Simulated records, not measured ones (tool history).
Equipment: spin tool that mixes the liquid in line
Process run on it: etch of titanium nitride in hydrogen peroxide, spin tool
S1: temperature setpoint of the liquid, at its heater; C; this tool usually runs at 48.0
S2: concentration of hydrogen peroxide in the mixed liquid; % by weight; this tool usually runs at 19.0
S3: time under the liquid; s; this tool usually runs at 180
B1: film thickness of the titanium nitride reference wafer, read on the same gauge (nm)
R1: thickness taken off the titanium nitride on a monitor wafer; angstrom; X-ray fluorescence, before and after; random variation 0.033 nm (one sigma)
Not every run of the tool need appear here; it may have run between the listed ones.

run 1 hour=0.0 | S1=48.0 S2=19.0 S3=180 | B1=139.28 | R1=56.4
run 2 hour=34.0 | S1=48.0 S2=19.0 S3=180 | B1=138.79 | R1=56.5
run 3 hour=97.6 | S1=44.0 S2=19.0 S3=180 | B1=138.15 | R1=41.6
run 4 hour=165.8 | S1=44.0 S2=19.0 S3=180 | B1=137.71 | R1=42.0
run 5 hour=211.0 | S1=48.0 S2=19.0 S3=180 | B1=137.45 | R1=56.1
run 6 hour=251.5 | S1=45.0 S2=16.5 S3=180 | B1=137.28 | R1=43.6
run 7 hour=275.7 | S1=45.0 S2=16.5 S3=180 | B1=137.21 | R1=43.1
-- hour=301.1 heated supply line repaired
-- hour=318.8 peroxide flow meter replaced
run 8 hour=334.0 | S1=45.0 S2=16.5 S3=180 | B1=137.05 | R1=43.2
run 9 hour=382.6 | S1=48.0 S2=19.0 S3=180 | B1=136.99 | R1=55.6
run 10 hour=444.2 | S1=55.0 S2=16.0 S3=90 | B1=136.87 | R1=43.9
-- hour=508.5 gauge calibrated
run 11 hour=510.7 | S1=41.0 S2=21.0 S3=280 | B1=140.12 | R1=53.9
run 12 hour=572.1 | S1=53.0 S2=19.0 S3=105 | B1=139.21 | R1=47.1
run 13 hour=598.5 | S1=53.0 S2=19.0 S3=105 | B1=138.95 | R1=47.0
-- hour=655.7 new drum of peroxide connected
run 14 hour=657.2 | S1=38.0 S2=16.5 S3=180 | B1=138.44 | R1=25.5
-- hour=664.4 thermometer replaced
run 15 hour=686.6 | S1=48.0 S2=19.0 S3=180 | B1=138.21 | R1=56.0
run 16 hour=720.9 | S1=48.0 S2=19.0 S3=240 | B1=138.01 | R1=74.3
run 17 hour=863.8 | S1=51.0 S2=15.5 S3=180 | B1=137.56 | R1=66.3
run 18 hour=917.6 | S1=45.0 S2=19.0 S3=180 | B1=137.43 | R1=44.3

4 options for the next run, each taken on its own from the tool as it stands now. Forecast them:
run A hour=918.1 | S1=48.0 S2=19.0 S3=180 | B1=? | R1=?
run B hour=918.1 | S1=43.5 S2=19.0 S3=245 | B1=? | R1=?
run C hour=918.1 | S1=48.0 S2=24.0 S3=180 | B1=? | R1=?
run D hour=918.1 | S1=48.0 S2=21.5 S3=240 | B1=? | R1=?

run=A B1=137.43 R1=55.8
run=B B1=137.43 R1=54.4
run=C B1=137.43 R1=58.7
run=D B1=137.43 R1=76.4
Stripped of hidden state, with their random variation kept, the same runs would have yielded:
run=A R1=56.8
run=B R1=55.4
run=C R1=59.7
run=D R1=77.8
